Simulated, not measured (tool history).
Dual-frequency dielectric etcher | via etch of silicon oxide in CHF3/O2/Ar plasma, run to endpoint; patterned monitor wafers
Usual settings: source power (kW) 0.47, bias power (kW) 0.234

| run | day | source power (kW) | bias power (kW) | wafers since the last listed run | hours since the last wet clean | hours since the last source power generator calibration | hours since the last bias power generator calibration | hours since the last upper electrode change | incoming incoming film thickness, nm | endpoint time (s) |
|---|---|---|---|---|---|---|---|---|---|---|
| 1 | 0 | 0.47 | 0.191 | 0 | 381.4 | 2438.6 | 3263.1 | 4663.8 | 571.1 | 336.2 |
| 2 | 3.962 | 0.47 | 0.191 | 292 | 476.5 | 2533.7 | 3358.2 | 4758.9 | 565.7 | 334.6 |
| 3 | 8.058 | 0.47 | 0.234 | 302 | 574.8 | 2632 | 3456.5 | 4857.2 | 565.6 | 316 |
|  | 10.392 | wet clean of the chamber |
| 4 | 12.1 | 0.47 | 0.248 | 224 | 41 | 2729 | 3553.5 | 4954.2 | 570.8 | 306.7 |
| 5 | 15.308 | 0.47 | 0.248 | 236 | 118 | 2806 | 3630.5 | 5031.2 | 560 | 305.9 |
| 6 | 16.946 | 0.47 | 0.234 | 120 | 157.3 | 2845.3 | 3669.8 | 5070.5 | 564.7 | 312.4 |
| 7 | 19.667 | 0.47 | 0.234 | 200 | 222.6 | 2910.6 | 3735.1 | 5135.8 | 562.2 | 309.5 |
| 8 | 24.042 | 0.54 | 0.234 | 322 | 327.6 | 3015.6 | 3840.1 | 5240.8 | 564.9 | 293.8 |
|  | 26.904 | upper electrode replaced |
| 9 | 27.475 | 0.54 | 0.234 | 179 | 410 | 3098 | 3922.5 | 13.7 | 563.2 | 298.1 |
| 10 | 29.875 | 0.54 | 0.234 | 176 | 467.6 | 3155.6 | 3980.1 | 71.3 | 564.2 | 297.7 |
| 11 | 33.092 | 0.47 | 0.234 | 237 | 544.8 | 3232.8 | 4057.3 | 148.5 | 570.1 | 314.4 |
|  | 34.625 | wet clean of the chamber |
| 12 | 37.225 | 0.51 | 0.219 | 231 | 62.4 | 3332 | 4156.5 | 247.7 | 560.6 | 301.8 |
| 13 | 39.971 | 0.51 | 0.219 | 202 | 128.3 | 3397.9 | 4222.4 | 313.6 | 560.7 | 300.9 |
| 14 | 43.25 | 0.59 | 0.262 | 241 | 207 | 3476.6 | 4301.1 | 392.3 | 560.2 | 273.8 |
| 15 | 47.412 | 0.47 | 0.234 | 306 | 306.9 | 3576.5 | 4401 | 492.2 | 563.3 | 311.9 |
| 16 | 48.929 | 0.41 | 0.266 | 111 | 343.3 | 3612.9 | 4437.4 | 528.6 | 568.8 | 315.9 |
| 17 | 51.796 | 0.43 | 0.252 | 211 | 412.1 | 3681.7 | 4506.2 | 597.4 | 566.6 | 317.1 |
| 18 | 54.871 | 0.47 | 0.234 | 226 | 485.9 | 3755.5 | 4580 | 671.2 | 560.5 | 309.3 |
| 19 | 57.683 | 0.5 | 0.206 | 207 | 553.4 | 3823 | 4647.5 | 738.7 | 564.9 | 316.4 |
| 20 | 59.371 | 0.41 | 0.192 | 124 | 593.9 | 3863.5 | 4688 | 779.2 | 561.1 | 344.3 |
|  | 60.967 | wet clean of the chamber |
|  | 62.1 | source power generator calibrated |
| 21 | 62.617 | 0.38 | 0.258 | 153 | 39.6 | 12.4 | 4765.9 | 857.1 | 565.9 | 322.5 |
|  | 68.733 | bias power generator calibrated |
| 22 | 72.975 | 0.38 | 0.286 | 751 | 288.2 | 261 | 101.8 | 1105.7 | 568.5 | 316.4 |
| 23 | 75.275 | 0.47 | 0.234 | 169 | 343.4 | 316.2 | 157 | 1160.9 | 564.2 | 307.8 |
| 24 | 79.592 | 0.52 | 0.202 | 318 | 447 | 419.8 | 260.6 | 1264.5 | 569.1 | 314.6 |
| 25 | 81.979 | 0.47 | 0.234 | 176 | 504.3 | 477.1 | 317.9 | 1321.8 | 564.7 | 309.2 |
|  | 85.117 | wet clean of the chamber |
| 26 | 85.138 | 0.38 | 0.234 | 159 | 0.5 | 552.9 | 393.7 | 1397.6 | 560.9 | 331 |
| 27 | 87.271 | 0.47 | 0.234 | 157 | 51.7 | 604.1 | 444.9 | 1448.8 | 565.8 | 309.4 |
| 28 | 89.808 | 0.47 | 0.28 | 187 | 112.6 | 665 | 505.8 | 1509.7 | 563.2 | 292.7 |
| 29 | 92.717 | 0.42 | 0.182 | 214 | 182.4 | 734.8 | 575.6 | 1579.5 | 559.6 | 344.5 |
| 30 | 94.312 | 0.47 | 0.187 | 117 | 220.7 | 773.1 | 613.9 | 1617.8 | 563.1 | 330 |
| 31 | 97.388 | 0.47 | 0.234 | 226 | 294.5 | 846.9 | 687.7 | 1691.6 | 563.2 | 312.1 |
| 32 | 99.771 | 0.47 | 0.234 | 175 | 351.7 | 904.1 | 744.9 | 1748.8 | 561.7 | 310.3 |
| 33 | 101.746 | 0.47 | 0.248 | 145 | 399.1 | 951.5 | 792.3 | 1796.2 | 564 | 303 |
| 34 | 105.204 | 0.4 | 0.202 | 255 | 482.1 | 1034.5 | 875.3 | 1879.2 | 565.7 | 341.4 |
| 35 | 107.408 | 0.35 | 0.234 | 162 | 535 | 1087.4 | 928.2 | 1932.1 | 568.5 | 346.2 |
|  | 109.975 | wet clean of the chamber |
| 36 | 111.183 | 0.56 | 0.234 | 204 | 29 | 1178 | 1018.8 | 2022.7 | 563.8 | 292.7 |

3 ways to go on from here, each from the tool as it stands after run 36. What would each give?
| A | 111.204 | 0.51 | 0.234 | 1 | 29.5 | 1178.5 | 1019.3 | 2023.2 | 566.6 | ? |
| B | 111.204 | 0.58 | 0.234 | 1 | 29.5 | 1178.5 | 1019.3 | 2023.2 | 566.6 | ? |
| C | 111.204 | 0.47 | 0.208 | 1 | 29.5 | 1178.5 | 1019.3 | 2023.2 | 566.6 | ? |

| run | endpoint time (s) |
|---|---|
| A | 301.1 |
| B | 287.5 |
| C | 321 |
Without the tool's hidden state the same runs would have given:
| run | endpoint time (s) |
|---|---|
| A | 301.1 |
| B | 287.5 |
| C | 321 |
